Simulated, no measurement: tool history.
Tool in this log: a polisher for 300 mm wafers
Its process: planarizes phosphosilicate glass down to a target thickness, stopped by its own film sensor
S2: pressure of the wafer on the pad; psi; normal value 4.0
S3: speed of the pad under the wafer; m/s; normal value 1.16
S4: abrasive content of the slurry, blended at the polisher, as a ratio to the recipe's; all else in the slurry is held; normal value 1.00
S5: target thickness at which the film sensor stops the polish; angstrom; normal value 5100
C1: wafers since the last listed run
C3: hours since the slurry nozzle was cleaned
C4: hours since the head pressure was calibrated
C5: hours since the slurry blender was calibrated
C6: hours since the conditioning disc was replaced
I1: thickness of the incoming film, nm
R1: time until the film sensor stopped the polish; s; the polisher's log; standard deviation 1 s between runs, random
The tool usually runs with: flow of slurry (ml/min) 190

run 1 hour=0.0 | flow_of_slurry_(ml/min)=190 S2=4.0 S3=1.16 S4=1.00 S5=5100 | C1=0 wafers_polished_on_this_pad=657 C3=692.3 C4=381.8 C5=267.7 C6=376.7 | I1=1432.1 | R1=105.5
-- hour=12.9 worn pad replaced by a new one
run 2 hour=15.1 | flow_of_slurry_(ml/min)=190 S2=4.0 S3=1.16 S4=1.00 S5=5100 | C1=90 wafers_polished_on_this_pad=17 C3=707.4 C4=396.9 C5=282.8 C6=391.8 | I1=1429.9 | R1=103.6
run 3 hour=22.7 | flow_of_slurry_(ml/min)=190 S2=4.0 S3=1.16 S4=1.00 S5=5100 | C1=61 wafers_polished_on_this_pad=79 C3=715.0 C4=404.5 C5=290.4 C6=399.4 | I1=1420.0 | R1=98.7
run 4 hour=30.8 | flow_of_slurry_(ml/min)=190 S2=4.0 S3=1.16 S4=1.00 S5=5100 | C1=65 wafers_polished_on_this_pad=145 C3=723.1 C4=412.6 C5=298.5 C6=407.5 | I1=1419.4 | R1=102.6
run 5 hour=41.3 | flow_of_slurry_(ml/min)=190 S2=4.0 S3=1.16 S4=1.00 S5=5100 | C1=85 wafers_polished_on_this_pad=230 C3=733.6 C4=423.1 C5=309.0 C6=418.0 | I1=1399.6 | R1=100.6
run 6 hour=51.7 | flow_of_slurry_(ml/min)=190 S2=4.0 S3=1.16 S4=1.00 S5=5100 | C1=84 wafers_polished_on_this_pad=315 C3=744.0 C4=433.5 C5=319.4 C6=428.4 | I1=1419.2 | R1=106.2
-- hour=68.6 slurry blender recalibrated
run 7 hour=69.1 | flow_of_slurry_(ml/min)=165 S2=4.0 S3=1.16 S4=1.00 S5=5100 | C1=125 wafers_polished_on_this_pad=440 C3=761.4 C4=450.9 C5=0.5 C6=445.8 | I1=1407.0 | R1=104.7
run 8 hour=77.3 | flow_of_slurry_(ml/min)=165 S2=4.0 S3=1.16 S4=1.00 S5=5100 | C1=66 wafers_polished_on_this_pad=506 C3=769.6 C4=459.1 C5=8.7 C6=454.0 | I1=1429.4 | R1=107.8
run 9 hour=86.1 | flow_of_slurry_(ml/min)=165 S2=4.0 S3=1.16 S4=1.00 S5=5100 | C1=71 wafers_polished_on_this_pad=578 C3=778.4 C4=467.9 C5=17.5 C6=462.8 | I1=1439.9 | R1=111.3
-- hour=91.1 conditioning disc replaced and pad reconditioned
run 10 hour=94.8 | flow_of_slurry_(ml/min)=190 S2=4.0 S3=1.16 S4=1.00 S5=5100 | C1=54 wafers_polished_on_this_pad=632 C3=787.1 C4=476.6 C5=26.2 C6=3.7 | I1=1402.8 | R1=71.8
run 11 hour=106.5 | flow_of_slurry_(ml/min)=190 S2=4.0 S3=1.00 S4=0.80 S5=5100 | C1=95 wafers_polished_on_this_pad=727 C3=798.8 C4=488.3 C5=37.9 C6=15.4 | I1=1435.3 | R1=99.7
-- hour=116.0 slurry nozzle cleaned
run 12 hour=116.5 | flow_of_slurry_(ml/min)=190 S2=4.0 S3=1.16 S4=1.00 S5=5100 | C1=73 wafers_polished_on_this_pad=801 C3=0.5 C4=498.3 C5=47.9 C6=25.4 | I1=1406.9 | R1=73.7
-- hour=125.4 worn pad replaced by a new one
run 13 hour=125.9 | flow_of_slurry_(ml/min)=140 S2=4.0 S3=0.82 S4=1.25 S5=3980 | C1=43 wafers_polished_on_this_pad=3 C3=9.9 C4=507.7 C5=57.3 C6=34.8 | I1=1420.0 | R1=87.6
run 14 hour=138.7 | flow_of_slurry_(ml/min)=190 S2=4.0 S3=1.16 S4=0.70 S5=5100 | C1=104 wafers_polished_on_this_pad=107 C3=22.7 C4=520.5 C5=70.1 C6=47.6 | I1=1427.2 | R1=107.3
-- hour=145.3 head pressure recalibrated
run 15 hour=155.2 | flow_of_slurry_(ml/min)=190 S2=4.0 S3=1.16 S4=1.20 S5=5100 | C1=117 wafers_polished_on_this_pad=225 C3=39.2 C4=9.9 C5=86.6 C6=64.1 | I1=1408.7 | R1=67.9
run 16 hour=173.1 | flow_of_slurry_(ml/min)=170 S2=4.0 S3=1.16 S4=1.00 S5=5100 | C1=145 wafers_polished_on_this_pad=371 C3=57.1 C4=27.8 C5=104.5 C6=82.0 | I1=1434.8 | R1=81.1
run 17 hour=187.1 | flow_of_slurry_(ml/min)=190 S2=4.8 S3=0.88 S4=1.25 S5=5100 | C1=113 wafers_polished_on_this_pad=484 C3=71.1 C4=41.8 C5=118.5 C6=96.0 | I1=1423.0 | R1=66.8
run 18 hour=197.2 | flow_of_slurry_(ml/min)=190 S2=4.0 S3=1.00 S4=0.80 S5=5100 | C1=82 wafers_polished_on_this_pad=567 C3=81.2 C4=51.9 C5=128.6 C6=106.1 | I1=1442.5 | R1=105.3
run 19 hour=203.3 | flow_of_slurry_(ml/min)=190 S2=4.0 S3=1.16 S4=1.00 S5=5100 | C1=49 wafers_polished_on_this_pad=616 C3=87.3 C4=58.0 C5=134.7 C6=112.2 | I1=1438.9 | R1=80.9
run 20 hour=211.0 | flow_of_slurry_(ml/min)=225 S2=4.0 S3=1.16 S4=1.00 S5=5100 | C1=62 wafers_polished_on_this_pad=679 C3=95.0 C4=65.7 C5=142.4 C6=119.9 | I1=1432.8 | R1=81.6

What if the next run were any one of these 3? Each begins from the tool's condition after run 20:
run A hour=211.4 | flow_of_slurry_(ml/min)=190 S2=2.9 S3=1.16 S4=1.00 S5=5100 | C1=3 wafers_polished_on_this_pad=682 C3=95.4 C4=66.1 C5=142.8 C6=120.3 | I1=1389.5 | R1=?
run B hour=211.4 | flow_of_slurry_(ml/min)=225 S2=4.0 S3=0.86 S4=0.85 S5=5100 | C1=3 wafers_polished_on_this_pad=682 C3=95.4 C4=66.1 C5=142.8 C6=120.3 | I1=1389.5 | R1=?
run C hour=211.4 | flow_of_slurry_(ml/min)=190 S2=4.0 S3=0.94 S4=0.75 S5=5100 | C1=3 wafers_polished_on_this_pad=682 C3=95.4 C4=66.1 C5=142.8 C6=120.3 | I1=1389.5 | R1=?

run=A R1=103.8
run=B R1=97.6
run=C R1=109.8
With the hidden condition removed and each run's random variation left untouched, the same runs would have given:
run=A R1=91.8
run=B R1=84.9
run=C R1=95.1
